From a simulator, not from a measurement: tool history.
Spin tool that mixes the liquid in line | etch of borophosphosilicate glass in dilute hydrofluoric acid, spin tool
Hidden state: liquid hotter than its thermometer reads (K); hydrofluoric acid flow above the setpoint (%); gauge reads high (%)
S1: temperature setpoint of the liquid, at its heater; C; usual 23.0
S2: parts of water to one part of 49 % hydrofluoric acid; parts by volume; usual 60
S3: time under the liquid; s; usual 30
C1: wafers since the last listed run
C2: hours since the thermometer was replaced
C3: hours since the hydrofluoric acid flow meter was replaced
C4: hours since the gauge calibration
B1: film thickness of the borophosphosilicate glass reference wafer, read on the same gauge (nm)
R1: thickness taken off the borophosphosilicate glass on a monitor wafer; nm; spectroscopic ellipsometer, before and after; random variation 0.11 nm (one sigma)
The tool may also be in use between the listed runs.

| run | hour | S1 | S2 | S3 | C1 | C2 | C3 | C4 | B1 | R1 |
|---|---|---|---|---|---|---|---|---|---|---|
| 1 | 0.0 | 23.0 | 60 | 30 | 0 | 1318.8 | 1238.3 | 805.0 | 70.03 | 26.50 |
| 2 | 15.5 | 23.0 | 60 | 30 | 315 | 1334.3 | 1253.8 | 820.5 | 69.99 | 26.54 |
| 3 | 33.5 | 23.0 | 60 | 30 | 366 | 1352.3 | 1271.8 | 838.5 | 70.03 | 26.28 |
| 4 | 53.9 | 23.0 | 60 | 30 | 415 | 1372.7 | 1292.2 | 858.9 | 70.03 | 26.52 |
| 5 | 85.7 | 23.0 | 60 | 30 | 647 | 1404.5 | 1324.0 | 890.7 | 70.01 | 26.22 |
| 6 | 191.9 | 23.0 | 60 | 25 | 2161 | 1510.7 | 1430.2 | 996.9 | 69.98 | 22.33 |
| 7 | 207.6 | 23.0 | 60 | 25 | 319 | 1526.4 | 1445.9 | 1012.6 | 70.03 | 22.17 |
| 8 | 224.4 | 23.0 | 60 | 25 | 342 | 1543.2 | 1462.7 | 1029.4 | 70.00 | 22.29 |
|  | 230.9 | gauge calibrated |
| 9 | 252.2 | 24.5 | 60 | 30 | 565 | 1571.0 | 1490.5 | 21.3 | 69.96 | 28.39 |
| 10 | 266.1 | 26.5 | 60 | 30 | 282 | 1584.9 | 1504.4 | 35.2 | 70.04 | 30.58 |
| 11 | 294.4 | 26.5 | 60 | 30 | 576 | 1613.2 | 1532.7 | 63.5 | 69.97 | 30.77 |
|  | 388.9 | thermometer replaced |
| 12 | 390.8 | 26.5 | 60 | 30 | 1942 | 1.9 | 1629.1 | 159.9 | 70.02 | 32.63 |
| 13 | 413.1 | 23.0 | 60 | 30 | 453 | 24.2 | 1651.4 | 182.2 | 70.02 | 28.40 |
|  | 440.9 | hydrofluoric acid flow meter replaced |
| 14 | 441.4 | 23.0 | 60 | 30 | 555 | 52.5 | 0.5 | 210.5 | 70.01 | 28.51 |
| 15 | 461.9 | 23.0 | 60 | 30 | 417 | 73.0 | 21.0 | 231.0 | 70.01 | 28.23 |
| 16 | 493.2 | 23.0 | 60 | 30 | 637 | 104.3 | 52.3 | 262.3 | 70.00 | 28.21 |
| 17 | 513.0 | 23.0 | 60 | 30 | 403 | 124.1 | 72.1 | 282.1 | 70.02 | 28.42 |
| 18 | 548.2 | 19.0 | 75 | 45 | 716 | 159.3 | 107.3 | 317.3 | 69.99 | 28.60 |
| 19 | 569.0 | 25.0 | 60 | 30 | 423 | 180.1 | 128.1 | 338.1 | 70.00 | 30.74 |
| 20 | 588.4 | 26.0 | 80 | 45 | 394 | 199.5 | 147.5 | 357.5 | 70.00 | 35.21 |
| 21 | 624.2 | 20.0 | 45 | 30 | 728 | 235.3 | 183.3 | 393.3 | 69.98 | 34.45 |
|  | 632.6 | thermometer replaced, repeated, since the last time left the tool worse |
| 22 | 642.5 | 23.0 | 70 | 30 | 352 | 9.9 | 201.6 | 411.6 | 69.96 | 21.25 |
| 23 | 663.8 | 20.5 | 75 | 15 | 433 | 31.2 | 222.9 | 432.9 | 70.02 | 8.96 |
| 24 | 689.5 | 24.5 | 80 | 25 | 523 | 56.9 | 248.6 | 458.6 | 70.05 | 16.31 |
| 25 | 723.0 | 26.0 | 75 | 45 | 681 | 90.4 | 282.1 | 492.1 | 70.03 | 33.46 |

Run 26 comes next. What will it give?
| 26 | 754.2 | 23.0 | 60 | 30 | 635 | 121.6 | 313.3 | 523.3 | ? | ? |

Run 26 gave B1 70.00, R1 25.23 nm.
Without the tool's hidden state the same run would have given R1 25.04 nm.
